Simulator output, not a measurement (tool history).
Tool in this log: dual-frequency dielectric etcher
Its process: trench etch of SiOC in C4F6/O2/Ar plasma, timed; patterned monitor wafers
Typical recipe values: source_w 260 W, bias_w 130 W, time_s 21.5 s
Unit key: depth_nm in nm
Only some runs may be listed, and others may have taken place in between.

run	hour	source_w	bias_w	time_s	read-back reference wafer on the same gauge, depth_nm	depth_nm
1	0.0	260	130	21.5	41.10	34.37
2	35.2	260	130	21.5	41.10	34.22
3	49.8	260	130	21.5	41.09	34.24
4	72.6	260	130	21.5	41.12	34.16
5	90.1	260	130	21.5	41.09	34.23
6	112.0	260	130	21.5	41.10	34.15
7	131.1	260	130	26.0	41.11	41.35
8	146.7	260	130	26.0	41.11	41.24
9	180.0	260	130	26.0	41.13	41.21
10	209.2	260	130	21.5	41.10	34.09
# hour 301.5: gauge calibrated
11	311.0	260	130	21.5	41.08	34.02
# hour 358.5: wet clean of the chamber
12	359.0	310	117	21.5	41.10	35.02
13	359.3	280	114	25.5	41.09	39.91
14	371.1	260	130	21.5	41.09	34.30
15	392.5	310	120	21.5	41.10	35.26
16	407.2	210	114	15.5	41.08	22.00
# hour 426.1: source power generator calibrated
17	438.1	310	130	19.5	41.11	32.92
# hour 443.1: bias power generator calibrated
# hour 462.3: upper electrode replaced
18	473.2	260	130	21.5	41.11	34.16
19	502.4	240	116	28.0	41.11	41.54
20	533.6	210	130	21.5	41.10	31.76
21	569.2	260	98	21.5	41.10	30.84
22	588.9	310	119	26.5	41.10	43.17
23	607.6	220	130	18.0	41.08	27.02
24	627.2	200	161	15.0	41.10	23.57
25	676.9	260	116	23.5	41.09	35.58

Exercise: give the hidden state of the tool at every run:
source power that arrives over what is set, %: 0 across all the runs
bias power that arrives over what is set, %: 0 across all the runs
gauge reads high (%): 0 across all the runs
H1: etch rate over this chamber's usual, %
run	H1
1	-0.141
2	-0.25
3	-0.296
4	-0.367
5	-0.422
6	-0.49
7	-0.55
8	-0.599
9	-0.702
10	-0.794
11	-1.11
12	-0.0913
13	-0.0922
14	-0.129
15	-0.196
16	-0.242
17	-0.338
18	-0.448
19	-0.539
20	-0.636
21	-0.747
22	-0.809
23	-0.867
24	-0.928
25	-1.08
